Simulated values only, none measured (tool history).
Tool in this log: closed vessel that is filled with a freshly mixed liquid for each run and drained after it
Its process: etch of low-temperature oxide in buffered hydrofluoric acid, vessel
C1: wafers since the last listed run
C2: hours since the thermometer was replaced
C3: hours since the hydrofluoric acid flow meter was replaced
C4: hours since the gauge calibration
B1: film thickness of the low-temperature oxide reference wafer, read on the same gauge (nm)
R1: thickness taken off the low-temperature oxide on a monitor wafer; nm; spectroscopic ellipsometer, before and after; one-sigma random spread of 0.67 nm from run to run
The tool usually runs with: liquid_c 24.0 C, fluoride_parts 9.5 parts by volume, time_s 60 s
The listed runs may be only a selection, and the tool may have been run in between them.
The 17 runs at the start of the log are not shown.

Run 18, hour 255.1: usual settings but time_s 95 s; C1 2055; C2 137.1; C3 136.3; C4 93.8; B1 140.01. Result: R1 218.39 nm.
Run 19, hour 265.5: usual settings; C1 1257; C2 147.5; C3 146.7; C4 104.2; B1 140.00. Result: R1 139.01 nm.
Run 20, hour 278.1: usual settings; C1 1523; C2 160.1; C3 159.3; C4 116.8; B1 140.00. Result: R1 139.59 nm.
Run 21, hour 292.5: usual settings but liquid_c 21.5 C, time_s 70 s; C1 1740; C2 174.5; C3 173.7; C4 131.2; B1 140.04. Result: R1 142.12 nm.
Run 22, hour 300.5: usual settings but liquid_c 19.0 C, fluoride_parts 8.0 parts by volume, time_s 70 s; C1 967; C2 182.5; C3 181.7; C4 139.2; B1 140.00. Result: R1 143.93 nm.
Run 23, hour 312.6: usual settings but liquid_c 22.5 C, fluoride_parts 8.0 parts by volume; C1 1462; C2 194.6; C3 193.8; C4 151.3; B1 139.98. Result: R1 149.91 nm.
Run 24, hour 320.0: usual settings; C1 894; C2 202.0; C3 201.2; C4 158.7; B1 140.02. Result: R1 139.15 nm.
Run 25, hour 333.5: usual settings but time_s 90 s; C1 1631; C2 215.5; C3 214.7; C4 172.2; B1 139.94. Result: R1 206.19 nm.
Run 26, hour 343.6: usual settings; C1 1220; C2 225.6; C3 224.8; C4 182.3; B1 139.99. Result: R1 138.41 nm.
Run 27, hour 355.7: usual settings but liquid_c 25.5 C, fluoride_parts 7.0 parts by volume, time_s 45 s; C1 1462; C2 237.7; C3 236.9; C4 194.4; B1 140.04. Result: R1 153.19 nm.
Run 28, hour 366.6: usual settings; C1 1317; C2 248.6; C3 247.8; C4 205.3; B1 139.98. Result: R1 138.36 nm.
Run 29, hour 383.5: usual settings; C1 2043; C2 265.5; C3 264.7; C4 222.2; B1 139.97. Result: R1 138.91 nm.
Run 30, hour 398.0: usual settings but liquid_c 27.0 C, fluoride_parts 8.5 parts by volume, time_s 30 s; C1 1752; C2 280.0; C3 279.2; C4 236.7; B1 139.97. Result: R1 89.10 nm.
Run 31, hour 411.7: usual settings but liquid_c 25.5 C, fluoride_parts 6.5 parts by volume, time_s 35 s; C1 1656; C2 293.7; C3 292.9; C4 250.4; B1 140.03. Result: R1 126.67 nm.

5 ways to go on from here, each from the tool as it stands after run 31. What would each give?
Run A, hour 412.4: usual settings but liquid_c 26.5 C; C1 84; C2 294.4; C3 293.6; C4 251.1; B1 ?. Result: R1 ?.
Run B, hour 412.4: usual settings but liquid_c 28.5 C, fluoride_parts 12.5 parts by volume, time_s 80 s; C1 84; C2 294.4; C3 293.6; C4 251.1; B1 ?. Result: R1 ?.
Run C, hour 412.4: usual settings but fluoride_parts 11.0 parts by volume, time_s 90 s; C1 84; C2 294.4; C3 293.6; C4 251.1; B1 ?. Result: R1 ?.
Run D, hour 412.4: usual settings but fluoride_parts 11.0 parts by volume, time_s 45 s; C1 84; C2 294.4; C3 293.6; C4 251.1; B1 ?. Result: R1 ?.
Run E, hour 412.4: usual settings but liquid_c 26.0 C, fluoride_parts 6.0 parts by volume, time_s 50 s; C1 84; C2 294.4; C3 293.6; C4 251.1; B1 ?. Result: R1 ?.

run      B1      R1
  A  140.02  157.38
  B  140.02  181.90
  C  140.02  181.91
  D  140.02   90.96
  E  140.02  198.10
Stripped of hidden state, with their random variation kept, the same runs would have yielded:
run      R1
  A  160.36
  B  185.31
  C  185.42
  D   92.71
  E  201.86

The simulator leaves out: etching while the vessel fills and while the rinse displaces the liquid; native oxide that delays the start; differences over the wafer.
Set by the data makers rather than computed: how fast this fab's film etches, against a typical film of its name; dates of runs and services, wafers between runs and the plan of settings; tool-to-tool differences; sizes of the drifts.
